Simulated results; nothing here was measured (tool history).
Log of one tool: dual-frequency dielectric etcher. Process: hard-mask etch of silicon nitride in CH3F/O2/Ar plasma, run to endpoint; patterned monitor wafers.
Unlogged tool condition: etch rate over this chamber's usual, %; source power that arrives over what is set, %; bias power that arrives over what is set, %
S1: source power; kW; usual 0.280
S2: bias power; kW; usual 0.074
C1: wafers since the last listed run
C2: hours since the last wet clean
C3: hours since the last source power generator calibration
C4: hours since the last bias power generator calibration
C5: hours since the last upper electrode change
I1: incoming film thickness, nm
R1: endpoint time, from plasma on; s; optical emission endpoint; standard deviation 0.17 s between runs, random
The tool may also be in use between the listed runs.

run	hour	S1	S2	C1	C2	C3	C4	C5	I1	R1
1	0.0	0.280	0.074	0	78.7	1122.4	3268.0	3805.3	31.82	53.1
2	54.7	0.280	0.074	951	133.4	1177.1	3322.7	3860.0	32.39	54.0
3	90.7	0.280	0.074	626	169.4	1213.1	3358.7	3896.0	31.84	52.5
4	132.9	0.330	0.074	734	211.6	1255.3	3400.9	3938.2	31.89	50.2
5	163.8	0.330	0.074	537	242.5	1286.2	3431.8	3969.1	32.40	51.0
6	208.2	0.280	0.074	772	286.9	1330.6	3476.2	4013.5	31.93	52.8
7	272.9	0.340	0.074	1125	351.6	1395.3	3540.9	4078.2	31.65	48.8
# hour 322.9: wet clean of the chamber
8	341.8	0.230	0.074	781	18.9	1464.2	3609.8	4147.1	32.34	56.6
9	379.8	0.230	0.074	660	56.9	1502.2	3647.8	4185.1	32.06	56.0
10	420.9	0.230	0.074	714	98.0	1543.3	3688.9	4226.2	32.29	56.0
# hour 462.5: bias power generator calibrated
11	481.8	0.280	0.083	989	158.9	1604.2	19.3	4287.1	31.96	50.2
# hour 534.5: upper electrode replaced
12	543.1	0.320	0.089	648	220.2	1665.5	80.6	8.6	31.70	46.3
# hour 578.3: source power generator calibrated
13	614.5	0.240	0.091	1172	291.6	36.2	152.0	80.0	32.04	50.3

What does the tool deliver on the next run?
14	658.2	0.220	0.086	760	335.3	79.9	195.7	123.7	32.25	?

R1: 52.9 s
Were there no unlogged condition in the tool, this run, its random variation unchanged, would have produced R1 54.8 s.
